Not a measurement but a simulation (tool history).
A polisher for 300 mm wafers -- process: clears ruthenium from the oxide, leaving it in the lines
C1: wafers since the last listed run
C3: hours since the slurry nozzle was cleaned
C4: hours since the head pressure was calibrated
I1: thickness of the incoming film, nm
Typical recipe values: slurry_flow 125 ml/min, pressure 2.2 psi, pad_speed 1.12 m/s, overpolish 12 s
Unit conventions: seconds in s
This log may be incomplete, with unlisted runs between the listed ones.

Run 1, hour 0: usual settings but pressure 2.8 psi; C1 0; wafers polished on this pad 1149; C3 215; C4 347.2; I1 148.4. Result: seconds 87.5 s.
At hour 43.3: worn pad replaced by a new one.
Run 2, hour 51.2: usual settings but pressure 1.6 psi; C1 275; wafers polished on this pad 46; C3 266.2; C4 398.4; I1 149.4. Result: seconds 158.7 s.
Run 3, hour 122.1: usual settings; C1 414; wafers polished on this pad 460; C3 337.1; C4 469.3; I1 152.5. Result: seconds 114.3 s.
At hour 139.6: slurry nozzle cleaned.
Run 4, hour 181: usual settings; C1 338; wafers polished on this pad 798; C3 41.4; C4 528.2; I1 148.6. Result: seconds 107.7 s.
Run 5, hour 248.3: usual settings; C1 393; wafers polished on this pad 1191; C3 108.7; C4 595.5; I1 149.3. Result: seconds 110.6 s.
At hour 286.2: worn pad replaced by a new one.
Run 6, hour 290: usual settings; C1 220; wafers polished on this pad 22; C3 150.4; C4 637.2; I1 149.1. Result: seconds 108.9 s.
Run 7, hour 326.5: usual settings; C1 213; wafers polished on this pad 235; C3 186.9; C4 673.7; I1 149.7. Result: seconds 109.3 s.
Run 8, hour 389.8: usual settings; C1 369; wafers polished on this pad 605; C3 250.2; C4 737; I1 149.6. Result: seconds 113.5 s.
Run 9, hour 414.3: usual settings but slurry_flow 140 ml/min; C1 143; wafers polished on this pad 748; C3 274.7; C4 761.5; I1 149.6. Result: seconds 108.7 s.
Run 10, hour 462.9: usual settings but slurry_flow 140 ml/min; C1 283; wafers polished on this pad 1031; C3 323.3; C4 810.1; I1 149.3. Result: seconds 108.6 s.
At hour 477.7: slurry nozzle cleaned.
Run 11, hour 511.3: usual settings; C1 276; wafers polished on this pad 1308; C3 33.6; C4 858.5; I1 151.6. Result: seconds 106.7 s.
At hour 554.3: worn pad replaced by a new one.
Run 12, hour 581.1: usual settings; C1 384; wafers polished on this pad 156; C3 103.4; C4 928.3; I1 148.9. Result: seconds 106 s.
Run 13, hour 635.6: usual settings but overpolish 5 s; C1 318; wafers polished on this pad 474; C3 157.9; C4 982.8; I1 150. Result: seconds 109.5 s.
Run 14, hour 682.2: usual settings but slurry_flow 90 ml/min, pressure 1.7 psi, pad_speed 0.88 m/s, overpolish 18 s; C1 272; wafers polished on this pad 746; C3 204.5; C4 1029.4; I1 152.4. Result: seconds 200.8 s.
Run 15, hour 746.7: usual settings; C1 376; wafers polished on this pad 1123; C3 269; C4 1093.9; I1 149.4. Result: seconds 111.2 s.
At hour 801.6: worn pad replaced by a new one.
Run 16, hour 802.1: usual settings; C1 300; wafers polished on this pad 3; C3 324.4; C4 1149.3; I1 151.6. Result: seconds 113.5 s.
At hour 813.9: slurry nozzle cleaned.
Run 17, hour 860.7: usual settings; C1 336; wafers polished on this pad 339; C3 46.8; C4 1207.9; I1 150.5. Result: seconds 106.7 s.
At hour 958.8: head pressure recalibrated.
Run 18, hour 1024.3: usual settings but overpolish 8 s; C1 943; wafers polished on this pad 1283; C3 210.4; C4 65.5; I1 149.6. Result: seconds 111.6 s.
At hour 1041.3: worn pad replaced by a new one.
Run 19, hour 1061.2: usual settings but slurry_flow 170 ml/min, overpolish 15 s; C1 192; wafers polished on this pad 116; C3 247.3; C4 102.4; I1 147.3. Result: seconds 106.3 s.
Run 20, hour 1133: usual settings but slurry_flow 165 ml/min, pad_speed 0.86 m/s; C1 419; wafers polished on this pad 535; C3 319.1; C4 174.2; I1 148.9. Result: seconds 142.9 s.

Run 21, settings as shown, results not yet in. Your forecast:
At hour 1197.9: slurry nozzle cleaned.
Run 21, hour 1198.4: usual settings but slurry_flow 145 ml/min, pressure 1.5 psi, pad_speed 1.28 m/s, overpolish 9 s; C1 376; wafers polished on this pad 911; C3 0.5; C4 239.6; I1 148.2. Result: seconds ?.

For run 21 the tool returned seconds 128.5 s.
Were there no unlogged condition in the tool, this run, its random variation unchanged, would have produced seconds 127.7 s.

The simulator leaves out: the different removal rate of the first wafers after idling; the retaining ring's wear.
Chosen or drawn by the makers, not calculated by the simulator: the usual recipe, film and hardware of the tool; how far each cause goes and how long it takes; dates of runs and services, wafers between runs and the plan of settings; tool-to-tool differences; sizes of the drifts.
